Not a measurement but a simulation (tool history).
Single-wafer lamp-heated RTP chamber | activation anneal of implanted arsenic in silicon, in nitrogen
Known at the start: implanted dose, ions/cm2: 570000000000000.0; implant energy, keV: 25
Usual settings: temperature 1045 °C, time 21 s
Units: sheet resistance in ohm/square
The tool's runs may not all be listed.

| run | hour | temperature | time | read-back reference wafer on the same gauge, sheet resistance | sheet resistance |
|---|---|---|---|---|---|
| 1 | 0.0 | 1045 | 21 | 145.99 | 169.05 |
| 2 | 154.8 | 1045 | 21 | 146.00 | 169.05 |
| 3 | 213.0 | 1045 | 21 | 146.02 | 169.19 |
|  | 237.6 | pyrometer window cleaned and pyrometer calibrated |
| 4 | 255.0 | 1045 | 21 | 146.09 | 168.87 |
|  | 295.7 | reflector plate cleaned |
| 5 | 302.9 | 1045 | 21 | 146.00 | 170.26 |
| 6 | 368.9 | 1045 | 21 | 145.96 | 169.50 |
| 7 | 411.0 | 1045 | 21 | 145.98 | 169.69 |
| 8 | 490.1 | 1045 | 16 | 146.00 | 171.33 |
|  | 550.1 | pyrometer window cleaned and pyrometer calibrated |
| 9 | 577.4 | 1045 | 16 | 146.05 | 171.40 |
|  | 592.7 | gauge calibrated |
| 10 | 621.5 | 1068 | 25 | 146.05 | 164.95 |
| 11 | 700.2 | 1061 | 17 | 146.03 | 168.15 |
| 12 | 802.2 | 1045 | 21 | 146.04 | 169.27 |
|  | 824.4 | pyrometer window cleaned and pyrometer calibrated |
| 13 | 886.2 | 1064 | 30 | 146.01 | 162.92 |
|  | 908.8 | reflector plate cleaned |
| 14 | 983.1 | 1045 | 21 | 145.93 | 169.52 |
| 15 | 1040.8 | 1045 | 21 | 145.95 | 169.45 |
|  | 1095.4 | pyrometer window cleaned and pyrometer calibrated |
| 16 | 1132.5 | 1022 | 32 | 145.98 | 169.94 |
| 17 | 1170.4 | 1045 | 21 | 145.96 | 169.27 |
| 18 | 1228.5 | 1063 | 21 | 146.01 | 166.49 |
| 19 | 1334.4 | 1075 | 21 | 146.01 | 164.85 |

Forecast each of these 3 alternatives for the next run:
| A | 1334.8 | 1045 | 21 | ? | ? |
| B | 1334.8 | 1062 | 26 | ? | ? |
| C | 1334.8 | 1045 | 24 | ? | ? |

| run | read-back reference wafer on the same gauge, sheet resistance | sheet resistance |
|---|---|---|
| A | 146.05 | 169.60 |
| B | 146.05 | 165.69 |
| C | 146.05 | 168.78 |
Without the tool's hidden state the same runs would have given:
| run | sheet resistance |
|---|---|
| A | 170.43 |
| B | 166.64 |
| C | 169.64 |

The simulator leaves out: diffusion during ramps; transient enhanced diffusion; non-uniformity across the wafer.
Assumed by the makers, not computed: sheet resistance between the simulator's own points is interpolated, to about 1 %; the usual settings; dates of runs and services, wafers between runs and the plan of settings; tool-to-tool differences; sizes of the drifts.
